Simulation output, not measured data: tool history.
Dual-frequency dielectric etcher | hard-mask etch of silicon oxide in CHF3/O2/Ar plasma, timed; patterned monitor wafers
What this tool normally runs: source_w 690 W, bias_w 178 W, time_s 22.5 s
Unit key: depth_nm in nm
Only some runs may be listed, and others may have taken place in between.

run,hour,source_w,bias_w,time_s,wafers since the last listed run,hours since the last wet clean,hours since the last source power generator calibration,hours since the last bias power generator calibration,hours since the last upper electrode change,hours since the gauge calibration,"read-back reference wafer on the same gauge, depth_nm",depth_nm
1,0,690,178,22.5,0,130.7,4028.9,4569.8,2578.4,133,43.81,47.17
2,44,690,178,22.5,828,174.7,4072.9,4613.8,2622.4,177,43.75,47.39
3,61.7,690,178,22.5,333,192.4,4090.6,4631.5,2640.1,194.7,43.73,47.29
4,76.1,690,178,22.5,271,206.8,4105,4645.9,2654.5,209.1,43.82,47.47
5,93.7,690,178,22.5,331,224.4,4122.6,4663.5,2672.1,226.7,43.89,47.73
6,107.1,690,178,22.5,252,237.8,4136,4676.9,2685.5,240.1,43.82,47.65
7,121.6,730,178,22.5,272,252.3,4150.5,4691.4,2700,254.6,43.81,48.98
8,132.6,690,203,22.5,207,263.3,4161.5,4702.4,2711,265.6,43.87,49.88
9,150.1,690,203,22.5,329,280.8,4179,4719.9,2728.5,283.1,43.81,50.04
10,161.2,690,203,22.5,208,291.9,4190.1,4731,2739.6,294.2,43.77,50.01
11,173.7,690,178,22.5,235,304.4,4202.6,4743.5,2752.1,306.7,43.74,48.07
# hour 190.5: bias power generator calibrated
# hour 208: wet clean of the chamber
12,208.5,690,178,22.5,251,0.5,4237.4,18,2786.9,341.5,43.74,46.64
13,208.8,690,178,22.5,5,0.8,4237.7,18.3,2787.2,341.8,43.85,47
14,209.2,690,164,22.5,7,1.2,4238.1,18.7,2787.6,342.2,43.77,45.51
# hour 238.9: upper electrode replaced
15,239.4,820,211,20,116,31.4,4268.3,48.9,0.5,372.4,43.81,47.98
16,239.7,690,149,24.5,5,31.7,4268.6,49.2,0.8,372.7,43.73,48.26
# hour 243.2: gauge calibrated
17,244.1,610,199,24.5,82,36.1,4273,53.6,5.2,0.9,43.76,49.78
18,252.1,830,178,22.5,150,44.1,4281,61.6,13.2,8.9,43.82,51.31
19,258.9,630,220,16,127,50.9,4287.8,68.4,20,15.7,43.73,34.11
20,269.8,690,203,22.5,205,61.8,4298.7,79.3,30.9,26.6,43.75,49.13
21,280.3,560,216,22.5,197,72.3,4309.2,89.8,41.4,37.1,43.77,44.43
22,293.4,840,211,17.5,246,85.4,4322.3,102.9,54.5,50.2,43.83,42.74
23,303.2,600,194,22.5,184,95.2,4332.1,112.7,64.3,60,43.9,44.94
# hour 308.1: source power generator calibrated
24,313.5,690,203,22.5,118,105.5,5.4,123,74.6,70.3,43.78,49.19
25,330.4,780,178,22.5,318,122.4,22.3,139.9,91.5,87.2,43.91,50.55
26,368.2,690,178,19.5,711,160.2,60.1,177.7,129.3,125,43.78,40.95
27,382.2,800,212,28.5,263,174.2,74.1,191.7,143.3,139,43.76,68.59
28,397.3,810,211,16.5,284,189.3,89.2,206.8,158.4,154.1,43.87,39.82

Difference, measured minus no-hidden-state, one row per run. Run-to-run variation is common to both terms; the gauge's own scatter need not be:
Hidden conditions of the tool in this case: etch rate over this chamber's usual, %; source power that arrives over what is set, %; bias power that arrives over what is set, %; gauge reads high (%).
run,depth_nm
1,+0.58
2,+0.76
3,+0.83
4,+0.89
5,+0.96
6,+1.01
7,+1.1
8,+1.16
9,+1.24
10,+1.29
11,+1.28
12,-0.09
13,-0.1
14,-0.09
15,+0.03
16,+0.03
17,+0.06
18,+0.09
19,+0.08
20,+0.16
21,+0.19
22,+0.23
23,+0.27
24,+0.34
25,+0.42
26,+0.48
27,+0.87
28,+0.56
